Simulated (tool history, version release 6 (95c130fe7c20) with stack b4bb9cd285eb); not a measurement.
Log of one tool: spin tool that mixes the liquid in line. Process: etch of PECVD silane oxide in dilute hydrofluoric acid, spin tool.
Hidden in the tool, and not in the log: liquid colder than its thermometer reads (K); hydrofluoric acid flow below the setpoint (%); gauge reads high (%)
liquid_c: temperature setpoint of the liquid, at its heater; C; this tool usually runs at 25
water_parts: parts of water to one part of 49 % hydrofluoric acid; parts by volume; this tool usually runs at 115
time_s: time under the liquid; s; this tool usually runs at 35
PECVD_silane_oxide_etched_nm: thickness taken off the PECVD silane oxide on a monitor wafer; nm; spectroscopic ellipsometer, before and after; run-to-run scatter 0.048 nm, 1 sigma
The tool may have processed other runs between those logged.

run,day,liquid_c,water_parts,time_s,wafers since the last listed run,hours since the thermometer was replaced,hours since the hydrofluoric acid flow meter was replaced,hours since the gauge calibration,"read-back film thickness of the PECVD silane oxide reference wafer, read on the same gauge (nm)",PECVD_silane_oxide_etched_nm
1,0,25,115,35,0,184.7,2067.7,433.4,79.99,10.35
2,2.429,25,115,35,878,243,2126,491.7,79.98,10.31
3,3.617,25,115,35,429,271.5,2154.5,520.2,79.98,10.14
4,4.129,25,115,35,185,283.8,2166.8,532.5,80.01,10.25
5,5.379,25,115,35,452,313.8,2196.8,562.5,79.98,10.22
6,6.862,25,165,20,536,349.4,2232.4,598.1,80.02,3.79
7,7.979,22,140,35,403,376.2,2259.2,624.9,80.01,7.13
8,8.642,22,140,35,239,392.1,2275.1,640.8,79.99,7.15
# day 9.638: gauge calibrated
9,9.75,25,115,35,400,418.7,2301.7,2.7,79.99,10.07
10,10.517,25,115,35,277,437.1,2320.1,21.1,80,10.04
11,11.225,25,115,35,256,454.1,2337.1,38.1,79.99,10.01
# day 11.45: hydrofluoric acid flow meter replaced
12,12.567,25,115,35,470,486.3,26.8,70.3,80.04,11.69
13,13.183,25,115,35,223,501.1,41.6,85.1,79.96,11.64
14,14.612,30,80,20,516,535.4,75.9,119.4,80.01,12.04

The next listed run, before its measurement:
15,15.65,25,115,35,375,560.3,100.8,144.3,?,?

read-back film thickness of the PECVD silane oxide reference wafer, read on the same gauge (nm): 79.96
PECVD_silane_oxide_etched_nm: 11.51 nm
On a tool with no hidden condition, and with the same random variation, this run would have come out at PECVD_silane_oxide_etched_nm 12.05 nm.

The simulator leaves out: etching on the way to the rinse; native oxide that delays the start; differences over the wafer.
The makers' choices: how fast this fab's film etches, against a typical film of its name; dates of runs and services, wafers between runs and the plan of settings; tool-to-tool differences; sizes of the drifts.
